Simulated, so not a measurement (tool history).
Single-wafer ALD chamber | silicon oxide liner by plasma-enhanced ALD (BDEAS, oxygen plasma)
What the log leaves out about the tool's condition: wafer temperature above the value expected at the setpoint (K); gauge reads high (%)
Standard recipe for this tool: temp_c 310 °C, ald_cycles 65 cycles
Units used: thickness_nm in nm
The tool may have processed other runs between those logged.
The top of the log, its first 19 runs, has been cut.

run     day  temp_c  ald_cycles  wafers since the last listed run  hours since the last thermocouple change  hours since the gauge calibration  read-back reference wafer on the same gauge, thickness_nm  thickness_nm
     12.096  -- gauge calibrated
 20  12.700     325          77                                70                                     104.0                               14.5                                                      6.336         7.461
 21  13.104     322          75                                45                                     113.7                               24.2                                                      6.344         7.362
 22  13.458     317          65                                40                                     122.2                               32.7                                                      6.339         6.407
 23  14.067     303          73                                68                                     136.8                               47.3                                                      6.341         7.295
 24  14.738     317          70                                75                                     152.9                               63.4                                                      6.341         6.926
 25  15.025     299          77                                32                                     159.8                               70.3                                                      6.342         7.730
 26  15.571     310          65                                61                                     172.9                               83.4                                                      6.339         6.445
 27  16.192     322          70                                70                                     187.8                               98.3                                                      6.333         6.850
 28  16.933     297          53                                83                                     205.6                              116.1                                                      6.341         5.386
 29  17.662     322          55                                82                                     223.1                              133.6                                                      6.335         5.379
 30  18.738     319          56                               121                                     248.9                              159.4                                                      6.339         5.496

What does the tool deliver on the next run?
 31  19.104     310          65                                41                                     257.7                              168.2                                                          ?             ?

Run 31 produced read-back reference wafer on the same gauge, thickness_nm 6.342, thickness_nm 6.441 nm.
The same run, on a tool lacking any hidden state, would have yielded thickness_nm 6.441 nm.
